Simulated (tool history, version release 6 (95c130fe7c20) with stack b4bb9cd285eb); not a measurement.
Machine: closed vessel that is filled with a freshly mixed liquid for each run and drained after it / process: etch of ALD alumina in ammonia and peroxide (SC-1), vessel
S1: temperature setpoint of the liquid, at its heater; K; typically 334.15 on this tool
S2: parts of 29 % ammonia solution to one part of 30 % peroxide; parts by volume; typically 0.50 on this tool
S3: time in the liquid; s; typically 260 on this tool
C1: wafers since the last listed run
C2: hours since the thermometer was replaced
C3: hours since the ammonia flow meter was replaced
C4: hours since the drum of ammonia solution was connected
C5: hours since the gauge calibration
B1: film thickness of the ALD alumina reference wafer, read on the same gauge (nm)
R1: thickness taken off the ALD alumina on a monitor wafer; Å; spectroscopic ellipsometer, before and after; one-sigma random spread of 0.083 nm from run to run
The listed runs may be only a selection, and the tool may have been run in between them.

{"run": 1, "day": 0.0, "S1": 337.65, "S2": 0.7, "S3": 260, "C1": 0, "C2": 1421.2, "C3": 1058.5, "C4": 887.1, "C5": 122.2, "B1": 50.01, "R1": 469.3}
{"run": 2, "day": 0.55, "S1": 337.65, "S2": 0.7, "S3": 260, "C1": 782, "C2": 1434.4, "C3": 1071.7, "C4": 900.3, "C5": 135.4, "B1": 49.99, "R1": 469.7}
{"run": 3, "day": 1.129, "S1": 334.15, "S2": 0.5, "S3": 260, "C1": 824, "C2": 1448.3, "C3": 1085.6, "C4": 914.2, "C5": 149.3, "B1": 49.99, "R1": 379.3}
{"run": 4, "day": 1.6, "S1": 334.15, "S2": 0.7, "S3": 260, "C1": 670, "C2": 1459.6, "C3": 1096.9, "C4": 925.5, "C5": 160.6, "B1": 50.01, "R1": 390.0}
{"run": 5, "day": 2.217, "S1": 334.15, "S2": 0.5, "S3": 260, "C1": 877, "C2": 1474.4, "C3": 1111.7, "C4": 940.3, "C5": 175.4, "B1": 50.02, "R1": 378.3}
{"run": 6, "day": 2.488, "S1": 334.15, "S2": 0.5, "S3": 260, "C1": 385, "C2": 1480.9, "C3": 1118.2, "C4": 946.8, "C5": 181.9, "B1": 50.0, "R1": 379.4}
{"day": 2.696, "done": "thermometer replaced"}
{"run": 7, "day": 3.567, "S1": 334.15, "S2": 0.5, "S3": 260, "C1": 1476, "C2": 20.9, "C3": 1144.1, "C4": 972.7, "C5": 207.8, "B1": 49.99, "R1": 410.3}
{"run": 8, "day": 4.071, "S1": 334.15, "S2": 0.5, "S3": 260, "C1": 717, "C2": 33.0, "C3": 1156.2, "C4": 984.8, "C5": 219.9, "B1": 49.99, "R1": 407.9}
{"day": 4.15, "done": "new drum of ammonia solution connected"}
{"run": 9, "day": 4.708, "S1": 342.15, "S2": 0.55, "S3": 360, "C1": 848, "C2": 48.3, "C3": 1171.5, "C4": 13.4, "C5": 235.2, "B1": 50.01, "R1": 860.8}
{"day": 5.104, "done": "ammonia flow meter replaced"}
{"run": 10, "day": 5.346, "S1": 334.15, "S2": 0.5, "S3": 210, "C1": 848, "C2": 63.6, "C3": 5.8, "C4": 28.7, "C5": 250.5, "B1": 49.99, "R1": 333.3}
{"run": 11, "day": 5.846, "S1": 340.65, "S2": 0.7, "S3": 220, "C1": 711, "C2": 75.6, "C3": 17.8, "C4": 40.7, "C5": 262.5, "B1": 49.98, "R1": 498.1}
{"day": 6.304, "done": "gauge calibrated"}
{"run": 12, "day": 6.542, "S1": 334.15, "S2": 0.35, "S3": 260, "C1": 990, "C2": 92.3, "C3": 34.5, "C4": 57.4, "C5": 5.7, "B1": 50.01, "R1": 400.0}
{"run": 13, "day": 6.983, "S1": 334.15, "S2": 0.5, "S3": 260, "C1": 628, "C2": 102.9, "C3": 45.1, "C4": 68.0, "C5": 16.3, "B1": 50.03, "R1": 412.6}
{"run": 14, "day": 7.325, "S1": 325.15, "S2": 0.75, "S3": 260, "C1": 486, "C2": 111.1, "C3": 53.3, "C4": 76.2, "C5": 24.5, "B1": 50.0, "R1": 266.7}
{"run": 15, "day": 7.671, "S1": 334.15, "S2": 0.25, "S3": 260, "C1": 492, "C2": 119.4, "C3": 61.6, "C4": 84.5, "C5": 32.8, "B1": 50.03, "R1": 385.6}
{"run": 16, "day": 8.171, "S1": 325.15, "S2": 0.75, "S3": 260, "C1": 711, "C2": 131.4, "C3": 73.6, "C4": 96.5, "C5": 44.8, "B1": 50.0, "R1": 267.2}
{"run": 17, "day": 8.496, "S1": 343.15, "S2": 0.25, "S3": 395, "C1": 462, "C2": 139.2, "C3": 81.4, "C4": 104.3, "C5": 52.6, "B1": 49.99, "R1": 915.4}
{"run": 18, "day": 9.004, "S1": 342.65, "S2": 0.75, "S3": 405, "C1": 723, "C2": 151.4, "C3": 93.6, "C4": 116.5, "C5": 64.8, "B1": 50.0, "R1": 1015.1}
{"run": 19, "day": 9.35, "S1": 325.65, "S2": 0.75, "S3": 115, "C1": 492, "C2": 159.7, "C3": 101.9, "C4": 124.8, "C5": 73.1, "B1": 49.98, "R1": 120.9}
{"run": 20, "day": 9.846, "S1": 342.65, "S2": 0.35, "S3": 205, "C1": 705, "C2": 171.6, "C3": 113.8, "C4": 136.7, "C5": 85.0, "B1": 49.98, "R1": 478.6}
{"run": 21, "day": 10.342, "S1": 334.15, "S2": 0.7, "S3": 180, "C1": 705, "C2": 183.5, "C3": 125.7, "C4": 148.6, "C5": 96.9, "B1": 50.03, "R1": 293.3}
{"run": 22, "day": 10.821, "S1": 334.15, "S2": 0.5, "S3": 355, "C1": 681, "C2": 195.0, "C3": 137.2, "C4": 160.1, "C5": 108.4, "B1": 50.02, "R1": 560.0}
{"run": 23, "day": 11.225, "S1": 325.65, "S2": 0.5, "S3": 195, "C1": 575, "C2": 204.7, "C3": 146.9, "C4": 169.8, "C5": 118.1, "B1": 49.97, "R1": 196.0}
{"run": 24, "day": 11.633, "S1": 341.15, "S2": 0.5, "S3": 260, "C1": 581, "C2": 214.5, "C3": 156.7, "C4": 179.6, "C5": 127.9, "B1": 50.0, "R1": 581.4}
{"run": 25, "day": 12.083, "S1": 334.15, "S2": 0.35, "S3": 260, "C1": 640, "C2": 225.3, "C3": 167.5, "C4": 190.4, "C5": 138.7, "B1": 50.02, "R1": 395.4}
{"run": 26, "day": 12.567, "S1": 330.15, "S2": 0.3, "S3": 195, "C1": 687, "C2": 236.9, "C3": 179.1, "C4": 202.0, "C5": 150.3, "B1": 50.03, "R1": 237.8}
{"run": 27, "day": 13.167, "S1": 340.15, "S2": 0.55, "S3": 260, "C1": 853, "C2": 251.3, "C3": 193.5, "C4": 216.4, "C5": 164.7, "B1": 50.03, "R1": 556.3}
{"run": 28, "day": 13.804, "S1": 334.15, "S2": 0.5, "S3": 260, "C1": 907, "C2": 266.6, "C3": 208.8, "C4": 231.7, "C5": 180.0, "B1": 49.98, "R1": 407.8}
{"run": 29, "day": 14.308, "S1": 324.65, "S2": 0.5, "S3": 260, "C1": 717, "C2": 278.7, "C3": 220.9, "C4": 243.8, "C5": 192.1, "B1": 49.99, "R1": 247.5}

Hidden state or all else? Some run-to-run changes of R1, split into what the settings, what came in and random variation would give without the hidden state, and what is left for the hidden state (with any gauge scatter that isn't in both results):
The hidden state here: liquid colder than its thermometer reads (K); ammonia flow above the setpoint (%); ammonia solution weaker than its label (%); gauge reads high (%).
Run 6 -> 7: thermometer replaced. R1 +30.9 Å: hidden state +30.7, all else +0.2.
Run 16 -> 17: S1 325.15 -> 343.15, S2 0.75 -> 0.25, S3 260 -> 395. R1 +648.2 Å: hidden state -7.9, all else +656.1.
Run 18 -> 19: S1 342.65 -> 325.65, S3 405 -> 115. R1 -894.2 Å: hidden state +11.7, all else -905.9.

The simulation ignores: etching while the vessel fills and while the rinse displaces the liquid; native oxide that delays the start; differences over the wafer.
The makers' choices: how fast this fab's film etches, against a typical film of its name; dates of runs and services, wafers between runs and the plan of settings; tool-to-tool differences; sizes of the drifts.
